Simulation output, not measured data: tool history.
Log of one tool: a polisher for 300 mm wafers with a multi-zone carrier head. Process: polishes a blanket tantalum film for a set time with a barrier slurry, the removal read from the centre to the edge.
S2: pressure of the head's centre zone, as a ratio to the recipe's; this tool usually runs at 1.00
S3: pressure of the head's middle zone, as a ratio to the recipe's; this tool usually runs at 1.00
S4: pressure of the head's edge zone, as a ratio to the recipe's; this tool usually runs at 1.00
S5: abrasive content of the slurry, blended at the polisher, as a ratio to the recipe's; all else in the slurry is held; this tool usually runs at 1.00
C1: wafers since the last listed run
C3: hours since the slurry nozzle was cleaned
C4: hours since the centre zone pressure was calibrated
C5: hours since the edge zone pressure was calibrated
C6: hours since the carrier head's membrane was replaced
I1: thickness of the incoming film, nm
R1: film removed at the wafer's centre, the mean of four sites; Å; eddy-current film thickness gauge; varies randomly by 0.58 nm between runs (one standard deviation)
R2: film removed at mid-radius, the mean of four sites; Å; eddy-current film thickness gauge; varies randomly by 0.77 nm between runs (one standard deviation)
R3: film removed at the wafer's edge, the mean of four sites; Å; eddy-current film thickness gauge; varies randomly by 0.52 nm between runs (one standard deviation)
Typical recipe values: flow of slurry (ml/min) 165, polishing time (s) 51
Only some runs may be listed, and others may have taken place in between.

{"run": 1, "hour": 0.0, "flow of slurry (ml/min)": 165, "S2": 1.0, "S3": 1.0, "S4": 1.0, "S5": 1.0, "polishing time (s)": 51, "C1": 0, "wafers polished on this pad": 107, "C3": 209.3, "C4": 392.4, "C5": 769.4, "C6": 238.4, "I1": 345.5, "R1": 591, "R2": 602, "R3": 612}
{"hour": 166.7, "done": "slurry nozzle cleaned"}
{"run": 2, "hour": 304.1, "flow of slurry (ml/min)": 165, "S2": 1.0, "S3": 1.0, "S4": 1.0, "S5": 1.0, "polishing time (s)": 51, "C1": 2141, "wafers polished on this pad": 2249, "C3": 137.4, "C4": 696.5, "C5": 1073.5, "C6": 542.5, "I1": 341.8, "R1": 570, "R2": 571, "R3": 586}
{"hour": 337.2, "done": "worn pad replaced by a new one"}
{"run": 3, "hour": 353.5, "flow of slurry (ml/min)": 165, "S2": 1.0, "S3": 1.0, "S4": 1.0, "S5": 1.0, "polishing time (s)": 51, "C1": 320, "wafers polished on this pad": 115, "C3": 186.8, "C4": 745.9, "C5": 1122.9, "C6": 591.9, "I1": 333.4, "R1": 605, "R2": 607, "R3": 605}
{"run": 4, "hour": 402.4, "flow of slurry (ml/min)": 165, "S2": 1.0, "S3": 1.0, "S4": 1.0, "S5": 1.0, "polishing time (s)": 51, "C1": 345, "wafers polished on this pad": 460, "C3": 235.7, "C4": 794.8, "C5": 1171.8, "C6": 640.8, "I1": 338.7, "R1": 601, "R2": 589, "R3": 612}
{"hour": 505.2, "done": "centre zone pressure recalibrated"}
{"run": 5, "hour": 508.8, "flow of slurry (ml/min)": 165, "S2": 1.0, "S3": 1.0, "S4": 1.0, "S5": 1.0, "polishing time (s)": 51, "C1": 737, "wafers polished on this pad": 1198, "C3": 342.1, "C4": 3.6, "C5": 1278.2, "C6": 747.2, "I1": 336.0, "R1": 585, "R2": 604, "R3": 603}
{"hour": 515.5, "done": "carrier head's membrane replaced by a new one"}
{"hour": 537.9, "done": "slurry nozzle cleaned"}
{"run": 6, "hour": 561.8, "flow of slurry (ml/min)": 165, "S2": 1.0, "S3": 1.0, "S4": 1.0, "S5": 1.0, "polishing time (s)": 51, "C1": 332, "wafers polished on this pad": 1530, "C3": 23.9, "C4": 56.6, "C5": 1331.2, "C6": 46.3, "I1": 338.3, "R1": 583, "R2": 604, "R3": 592}
{"hour": 605.4, "done": "edge zone pressure recalibrated"}
{"run": 7, "hour": 609.7, "flow of slurry (ml/min)": 210, "S2": 1.0, "S3": 1.0, "S4": 1.0, "S5": 1.0, "polishing time (s)": 51, "C1": 324, "wafers polished on this pad": 1854, "C3": 71.8, "C4": 104.5, "C5": 4.3, "C6": 94.2, "I1": 343.3, "R1": 605, "R2": 617, "R3": 615}
{"hour": 661.2, "done": "worn pad replaced by a new one"}
{"run": 8, "hour": 686.0, "flow of slurry (ml/min)": 210, "S2": 1.0, "S3": 1.0, "S4": 1.0, "S5": 1.0, "polishing time (s)": 51, "C1": 510, "wafers polished on this pad": 175, "C3": 148.1, "C4": 180.8, "C5": 80.6, "C6": 170.5, "I1": 343.6, "R1": 627, "R2": 617, "R3": 632}
{"run": 9, "hour": 746.8, "flow of slurry (ml/min)": 165, "S2": 1.0, "S3": 1.0, "S4": 1.0, "S5": 1.0, "polishing time (s)": 51, "C1": 429, "wafers polished on this pad": 604, "C3": 208.9, "C4": 241.6, "C5": 141.4, "C6": 231.3, "I1": 338.5, "R1": 598, "R2": 594, "R3": 607}
{"run": 10, "hour": 803.9, "flow of slurry (ml/min)": 165, "S2": 1.03, "S3": 1.0, "S4": 1.0, "S5": 1.0, "polishing time (s)": 51, "C1": 403, "wafers polished on this pad": 1008, "C3": 266.0, "C4": 298.7, "C5": 198.5, "C6": 288.4, "I1": 334.8, "R1": 600, "R2": 589, "R3": 604}
{"hour": 894.9, "done": "slurry nozzle cleaned"}
{"run": 11, "hour": 901.4, "flow of slurry (ml/min)": 165, "S2": 1.0, "S3": 1.0, "S4": 1.0, "S5": 1.0, "polishing time (s)": 51, "C1": 681, "wafers polished on this pad": 1690, "C3": 6.5, "C4": 396.2, "C5": 296.0, "C6": 385.9, "I1": 344.1, "R1": 589, "R2": 588, "R3": 586}
{"hour": 938.2, "done": "worn pad replaced by a new one"}
{"run": 12, "hour": 945.9, "flow of slurry (ml/min)": 165, "S2": 1.11, "S3": 1.0, "S4": 1.0, "S5": 1.0, "polishing time (s)": 46, "C1": 286, "wafers polished on this pad": 54, "C3": 51.0, "C4": 440.7, "C5": 340.5, "C6": 430.4, "I1": 334.8, "R1": 604, "R2": 551, "R3": 549}
{"run": 13, "hour": 999.6, "flow of slurry (ml/min)": 165, "S2": 0.95, "S3": 1.0, "S4": 1.05, "S5": 1.0, "polishing time (s)": 64, "C1": 379, "wafers polished on this pad": 433, "C3": 104.7, "C4": 494.4, "C5": 394.2, "C6": 484.1, "I1": 340.6, "R1": 708, "R2": 761, "R3": 784}
{"run": 14, "hour": 1080.5, "flow of slurry (ml/min)": 165, "S2": 1.0, "S3": 1.0, "S4": 1.0, "S5": 1.0, "polishing time (s)": 51, "C1": 571, "wafers polished on this pad": 1005, "C3": 185.6, "C4": 575.3, "C5": 475.1, "C6": 565.0, "I1": 339.8, "R1": 592, "R2": 603, "R3": 609}
{"hour": 1137.2, "done": "carrier head's membrane replaced by a new one"}
{"run": 15, "hour": 1137.7, "flow of slurry (ml/min)": 195, "S2": 1.0, "S3": 1.0, "S4": 1.0, "S5": 1.0, "polishing time (s)": 51, "C1": 368, "wafers polished on this pad": 1374, "C3": 242.8, "C4": 632.5, "C5": 532.3, "C6": 0.5, "I1": 338.0, "R1": 623, "R2": 609, "R3": 609}
{"run": 16, "hour": 1195.6, "flow of slurry (ml/min)": 140, "S2": 1.0, "S3": 1.0, "S4": 1.0, "S5": 1.0, "polishing time (s)": 51, "C1": 409, "wafers polished on this pad": 1783, "C3": 300.7, "C4": 690.4, "C5": 590.2, "C6": 58.4, "I1": 337.1, "R1": 562, "R2": 557, "R3": 578}
{"hour": 1213.0, "done": "worn pad replaced by a new one"}
{"run": 17, "hour": 1253.6, "flow of slurry (ml/min)": 165, "S2": 1.0, "S3": 1.0, "S4": 1.0, "S5": 1.0, "polishing time (s)": 51, "C1": 381, "wafers polished on this pad": 286, "C3": 358.7, "C4": 748.4, "C5": 648.2, "C6": 116.4, "I1": 341.8, "R1": 594, "R2": 614, "R3": 600}
{"hour": 1267.1, "done": "slurry nozzle cleaned"}
{"run": 18, "hour": 1331.3, "flow of slurry (ml/min)": 165, "S2": 1.0, "S3": 1.0, "S4": 0.9, "S5": 0.9, "polishing time (s)": 68, "C1": 541, "wafers polished on this pad": 828, "C3": 64.2, "C4": 826.1, "C5": 725.9, "C6": 194.1, "I1": 335.9, "R1": 775, "R2": 777, "R3": 749}
{"run": 19, "hour": 1368.9, "flow of slurry (ml/min)": 110, "S2": 0.91, "S3": 1.0, "S4": 1.0, "S5": 1.0, "polishing time (s)": 51, "C1": 265, "wafers polished on this pad": 1094, "C3": 101.8, "C4": 863.7, "C5": 763.5, "C6": 231.7, "I1": 337.7, "R1": 483, "R2": 546, "R3": 553}
{"hour": 1456.3, "done": "centre zone pressure recalibrated"}
{"run": 20, "hour": 1474.4, "flow of slurry (ml/min)": 165, "S2": 1.0, "S3": 1.0, "S4": 0.91, "S5": 1.0, "polishing time (s)": 51, "C1": 731, "wafers polished on this pad": 1825, "C3": 207.3, "C4": 18.1, "C5": 869.0, "C6": 337.2, "I1": 340.3, "R1": 579, "R2": 586, "R3": 566}

Below, some changes in R1 between adjacent runs. For each, the amount present without the hidden state too (settings, incoming material, random variation) and the amount remaining for the hidden state with gauge scatter not shared by both compared results:
The tool's hidden condition here consists of: removal rate lost through wear of the pad, %; slurry flow missing at the pad, %; deviation of the centre zone's pressure from its setpoint, %; deviation of the edge zone's pressure from its setpoint, %.
Run 1 -> 2: slurry nozzle cleaned. R1 -21 Å: hidden state -24, all else +3.
Run 2 -> 3: worn pad replaced by a new one. R1 +35 Å: hidden state +25, all else +10.
Run 17 -> 18: S4 1.00 -> 0.90, S5 1.00 -> 0.90, polishing time (s) 51 -> 68, slurry nozzle cleaned. R1 +181 Å: hidden state -5, all else +186.
Run 18 -> 19: flow of slurry (ml/min) 165 -> 110, S2 1.00 -> 0.91, S4 0.90 -> 1.00, S5 0.90 -> 1.00, polishing time (s) 68 -> 51. R1 -292 Å: hidden state +1, all else -293.

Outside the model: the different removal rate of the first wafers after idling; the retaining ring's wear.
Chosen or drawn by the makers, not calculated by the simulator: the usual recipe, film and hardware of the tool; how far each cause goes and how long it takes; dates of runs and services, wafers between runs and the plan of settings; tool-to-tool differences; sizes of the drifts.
